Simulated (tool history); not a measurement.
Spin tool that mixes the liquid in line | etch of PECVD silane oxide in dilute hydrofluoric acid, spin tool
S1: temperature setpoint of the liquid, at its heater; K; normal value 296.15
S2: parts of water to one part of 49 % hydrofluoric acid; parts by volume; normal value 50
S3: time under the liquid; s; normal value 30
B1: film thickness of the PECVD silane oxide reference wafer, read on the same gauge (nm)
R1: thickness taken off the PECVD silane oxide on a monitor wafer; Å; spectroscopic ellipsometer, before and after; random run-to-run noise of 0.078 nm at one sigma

{"run": 1, "hour": 0.0, "S1": 296.15, "S2": 50, "S3": 30, "B1": 129.96, "R1": 157.0}
{"run": 2, "hour": 94.6, "S1": 296.15, "S2": 50, "S3": 30, "B1": 129.98, "R1": 156.1}
{"run": 3, "hour": 145.4, "S1": 296.15, "S2": 50, "S3": 30, "B1": 129.96, "R1": 155.1}
{"run": 4, "hour": 234.0, "S1": 296.15, "S2": 50, "S3": 30, "B1": 129.98, "R1": 156.4}
{"run": 5, "hour": 272.3, "S1": 296.15, "S2": 50, "S3": 30, "B1": 130.04, "R1": 155.4}
{"run": 6, "hour": 321.3, "S1": 296.15, "S2": 50, "S3": 30, "B1": 129.98, "R1": 157.3}
{"run": 7, "hour": 385.1, "S1": 296.15, "S2": 50, "S3": 30, "B1": 129.97, "R1": 157.7}
{"run": 8, "hour": 429.3, "S1": 296.15, "S2": 50, "S3": 30, "B1": 130.07, "R1": 157.1}
{"run": 9, "hour": 532.7, "S1": 296.15, "S2": 50, "S3": 30, "B1": 130.0, "R1": 156.1}
{"run": 10, "hour": 609.9, "S1": 296.15, "S2": 50, "S3": 30, "B1": 129.97, "R1": 156.3}
{"run": 11, "hour": 689.9, "S1": 296.15, "S2": 50, "S3": 30, "B1": 129.98, "R1": 158.1}
{"run": 12, "hour": 766.9, "S1": 296.15, "S2": 50, "S3": 30, "B1": 129.96, "R1": 158.1}
{"run": 13, "hour": 810.5, "S1": 296.15, "S2": 50, "S3": 30, "B1": 129.95, "R1": 157.5}
{"run": 14, "hour": 910.5, "S1": 296.15, "S2": 40, "S3": 15, "B1": 130.02, "R1": 100.1}
{"run": 15, "hour": 1014.0, "S1": 298.15, "S2": 50, "S3": 30, "B1": 130.0, "R1": 169.8}
{"run": 16, "hour": 1052.0, "S1": 296.15, "S2": 50, "S3": 30, "B1": 130.04, "R1": 158.8}
{"run": 17, "hour": 1110.0, "S1": 296.15, "S2": 50, "S3": 30, "B1": 129.99, "R1": 158.1}
{"run": 18, "hour": 1186.5, "S1": 297.65, "S2": 50, "S3": 30, "B1": 130.02, "R1": 168.5}
{"run": 19, "hour": 1251.5, "S1": 291.15, "S2": 65, "S3": 45, "B1": 129.97, "R1": 143.6}
{"run": 20, "hour": 1288.2, "S1": 296.15, "S2": 50, "S3": 50, "B1": 130.02, "R1": 261.9}
{"hour": 1320.4, "done": "gauge calibrated"}
{"run": 21, "hour": 1357.2, "S1": 296.15, "S2": 75, "S3": 45, "B1": 130.02, "R1": 154.2}
{"hour": 1363.6, "done": "hydrofluoric acid flow meter replaced"}
{"hour": 1429.3, "done": "thermometer replaced"}
{"run": 22, "hour": 1450.0, "S1": 299.65, "S2": 30, "S3": 30, "B1": 129.96, "R1": 303.8}
{"run": 23, "hour": 1529.1, "S1": 296.15, "S2": 50, "S3": 30, "B1": 130.01, "R1": 155.2}
{"run": 24, "hour": 1599.1, "S1": 299.15, "S2": 30, "S3": 35, "B1": 130.05, "R1": 352.1}
{"run": 25, "hour": 1815.6, "S1": 296.15, "S2": 50, "S3": 30, "B1": 130.0, "R1": 154.1}
{"run": 26, "hour": 2105.3, "S1": 296.15, "S2": 50, "S3": 30, "B1": 130.03, "R1": 154.8}
{"run": 27, "hour": 2151.8, "S1": 301.15, "S2": 50, "S3": 15, "B1": 129.96, "R1": 96.0}
{"run": 28, "hour": 2250.9, "S1": 299.65, "S2": 75, "S3": 15, "B1": 129.96, "R1": 58.3}
{"run": 29, "hour": 2326.7, "S1": 300.65, "S2": 50, "S3": 50, "B1": 129.97, "R1": 312.9}

Below are 3 alternative next runs, each starting from the tool's condition after run 29. Predict each:
{"run": "A", "hour": 2327.1, "S1": 296.15, "S2": 50, "S3": 30, "B1": "?", "R1": "?"}
{"run": "B", "hour": 2327.1, "S1": 297.65, "S2": 35, "S3": 15, "B1": "?", "R1": "?"}
{"run": "C", "hour": 2327.1, "S1": 292.15, "S2": 35, "S3": 30, "B1": "?", "R1": "?"}

run=A B1=130.00 R1=155.2
run=B B1=130.00 R1=120.3
run=C B1=130.00 R1=190.4
Stripped of hidden state, with their random variation kept, the same runs would have yielded:
run=A R1=153.3
run=B R1=118.9
run=C R1=188.3
